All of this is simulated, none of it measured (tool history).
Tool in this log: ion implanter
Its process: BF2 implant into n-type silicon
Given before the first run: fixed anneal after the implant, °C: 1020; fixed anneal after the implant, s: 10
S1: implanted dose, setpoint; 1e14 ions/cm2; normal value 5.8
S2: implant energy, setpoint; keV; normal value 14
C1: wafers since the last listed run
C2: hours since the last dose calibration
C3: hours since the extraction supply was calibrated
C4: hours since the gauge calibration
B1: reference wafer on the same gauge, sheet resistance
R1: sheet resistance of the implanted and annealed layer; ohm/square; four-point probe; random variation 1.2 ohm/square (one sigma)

run 1 hour=0 | S1=6.18 S2=14 | C1=0 C2=343 C3=5009.4 C4=511.8 | B1=309.53 | R1=261.75
run 2 hour=71.1 | S1=5.45 S2=14 | C1=1550 C2=414.1 C3=5080.5 C4=582.9 | B1=310.04 | R1=279.87
run 3 hour=124.7 | S1=5.8 S2=14 | C1=1168 C2=467.7 C3=5134.1 C4=636.5 | B1=311.38 | R1=273.19
run 4 hour=186.6 | S1=5.8 S2=14 | C1=1349 C2=529.6 C3=5196 C4=698.4 | B1=312.03 | R1=275.06
run 5 hour=225.8 | S1=5.8 S2=14 | C1=854 C2=568.8 C3=5235.2 C4=737.6 | B1=311.96 | R1=274.73
run 6 hour=349.5 | S1=5.8 S2=14 | C1=2697 C2=692.5 C3=5358.9 C4=861.3 | B1=313.02 | R1=274.47
-- hour=406.9 gauge calibrated
run 7 hour=411 | S1=5.8 S2=14 | C1=1341 C2=754 C3=5420.4 C4=4.1 | B1=302.34 | R1=265.5
run 8 hour=440.3 | S1=4.44 S2=14 | C1=638 C2=783.3 C3=5449.7 C4=33.4 | B1=303.25 | R1=308.64
run 9 hour=476.2 | S1=4.44 S2=14 | C1=782 C2=819.2 C3=5485.6 C4=69.3 | B1=302.92 | R1=307
-- hour=486.3 extraction supply calibrated
run 10 hour=537.4 | S1=4.44 S2=14 | C1=1160 C2=880.4 C3=51.1 C4=130.5 | B1=304.76 | R1=307.87
run 11 hour=572 | S1=5.8 S2=14 | C1=754 C2=915 C3=85.7 C4=165.1 | B1=304.98 | R1=266.27
run 12 hour=613.4 | S1=5.8 S2=14 | C1=902 C2=956.4 C3=127.1 C4=206.5 | B1=304.7 | R1=268.72
run 13 hour=653.8 | S1=4.44 S2=14 | C1=880 C2=996.8 C3=167.5 C4=246.9 | B1=305.27 | R1=312.45
-- hour=668.6 Faraday cup replaced and dose calibrated
run 14 hour=733.9 | S1=6.73 S2=12.5 | C1=1572 C2=65.3 C3=247.6 C4=327 | B1=306.49 | R1=260.59
run 15 hour=776.9 | S1=7.38 S2=18 | C1=937 C2=108.3 C3=290.6 C4=370 | B1=306.89 | R1=220.21
run 16 hour=829.2 | S1=6.99 S2=18 | C1=1140 C2=160.6 C3=342.9 C4=422.3 | B1=307.52 | R1=227.6
run 17 hour=866.7 | S1=6.63 S2=18 | C1=817 C2=198.1 C3=380.4 C4=459.8 | B1=308.07 | R1=232.03
run 18 hour=936.1 | S1=6.34 S2=11.5 | C1=1513 C2=267.5 C3=449.8 C4=529.2 | B1=309.38 | R1=279.12
run 19 hour=993 | S1=4.67 S2=14 | C1=1240 C2=324.4 C3=506.7 C4=586.1 | B1=309.58 | R1=307.83
-- hour=1149.5 gauge calibrated
run 20 hour=1154.3 | S1=5.8 S2=14 | C1=3517 C2=485.7 C3=668 C4=4.8 | B1=303.32 | R1=264.38
run 21 hour=1221.4 | S1=6.92 S2=14 | C1=1463 C2=552.8 C3=735.1 C4=71.9 | B1=303.56 | R1=244.09

Here are 4 independent what-if runs from the current tool condition. What would each one return?
run A hour=1221.8 | S1=5.8 S2=14 | C1=8 C2=553.2 C3=735.5 C4=72.3 | B1=? | R1=?
run B hour=1221.8 | S1=7.35 S2=15.5 | C1=8 C2=553.2 C3=735.5 C4=72.3 | B1=? | R1=?
run C hour=1221.8 | S1=6.28 S2=18.5 | C1=8 C2=553.2 C3=735.5 C4=72.3 | B1=? | R1=?
run D hour=1221.8 | S1=4.31 S2=14 | C1=8 C2=553.2 C3=735.5 C4=72.3 | B1=? | R1=?

run=A B1=304.89 R1=267.35
run=B B1=304.89 R1=232.06
run=C B1=304.89 R1=234.89
run=D B1=304.89 R1=316.6
The same runs, with their run-to-run variation unchanged, on a tool lacking any hidden condition would have given:
run=A R1=267.37
run=B R1=232.08
run=C R1=234.91
run=D R1=316.63
